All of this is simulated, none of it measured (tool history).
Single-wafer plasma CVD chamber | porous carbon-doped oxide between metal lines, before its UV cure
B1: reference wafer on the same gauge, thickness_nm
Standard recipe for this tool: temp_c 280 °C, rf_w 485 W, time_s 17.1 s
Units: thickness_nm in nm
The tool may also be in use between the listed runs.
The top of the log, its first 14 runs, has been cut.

{"run": 15, "day": 33.225, "temp_c": 280, "rf_w": 485, "time_s": 17.1, "B1": 94.17, "thickness_nm": 107.147}
{"run": 16, "day": 35.829, "temp_c": 280, "rf_w": 485, "time_s": 17.1, "B1": 94.239, "thickness_nm": 107.59}
{"run": 17, "day": 37.121, "temp_c": 288, "rf_w": 485, "time_s": 13.8, "B1": 94.091, "thickness_nm": 83.312}
{"run": 18, "day": 39.883, "temp_c": 280, "rf_w": 485, "time_s": 20.3, "B1": 94.016, "thickness_nm": 125.567}
{"day": 41.212, "done": "thermocouple changed; heater temperature recalibrated"}
{"run": 19, "day": 41.667, "temp_c": 291, "rf_w": 395, "time_s": 14.0, "B1": 94.035, "thickness_nm": 65.278}
{"day": 41.908, "done": "gauge calibrated"}
{"run": 20, "day": 44.112, "temp_c": 266, "rf_w": 425, "time_s": 18.9, "B1": 94.744, "thickness_nm": 111.696}
{"run": 21, "day": 45.929, "temp_c": 280, "rf_w": 485, "time_s": 17.1, "B1": 94.844, "thickness_nm": 107.338}
{"run": 22, "day": 50.575, "temp_c": 280, "rf_w": 570, "time_s": 19.6, "B1": 94.813, "thickness_nm": 142.139}
{"run": 23, "day": 53.438, "temp_c": 290, "rf_w": 485, "time_s": 14.1, "B1": 94.634, "thickness_nm": 83.901}
{"run": 24, "day": 55.971, "temp_c": 280, "rf_w": 485, "time_s": 17.1, "B1": 94.732, "thickness_nm": 107.871}
{"day": 57.821, "done": "RF generator calibrated"}
{"run": 25, "day": 61.812, "temp_c": 280, "rf_w": 520, "time_s": 17.1, "B1": 94.748, "thickness_nm": 114.533}
{"run": 26, "day": 63.979, "temp_c": 292, "rf_w": 545, "time_s": 14.8, "B1": 94.634, "thickness_nm": 96.831}
{"run": 27, "day": 65.888, "temp_c": 274, "rf_w": 555, "time_s": 16.0, "B1": 94.612, "thickness_nm": 117.972}

The next listed run, before its measurement:
{"run": 28, "day": 68.379, "temp_c": 288, "rf_w": 570, "time_s": 15.7, "B1": "?", "thickness_nm": "?"}

{"run 28": {"B1": 94.636, "thickness_nm": 109.467}}
The same run, on a tool lacking any hidden state, would have yielded thickness_nm 109.951 nm.
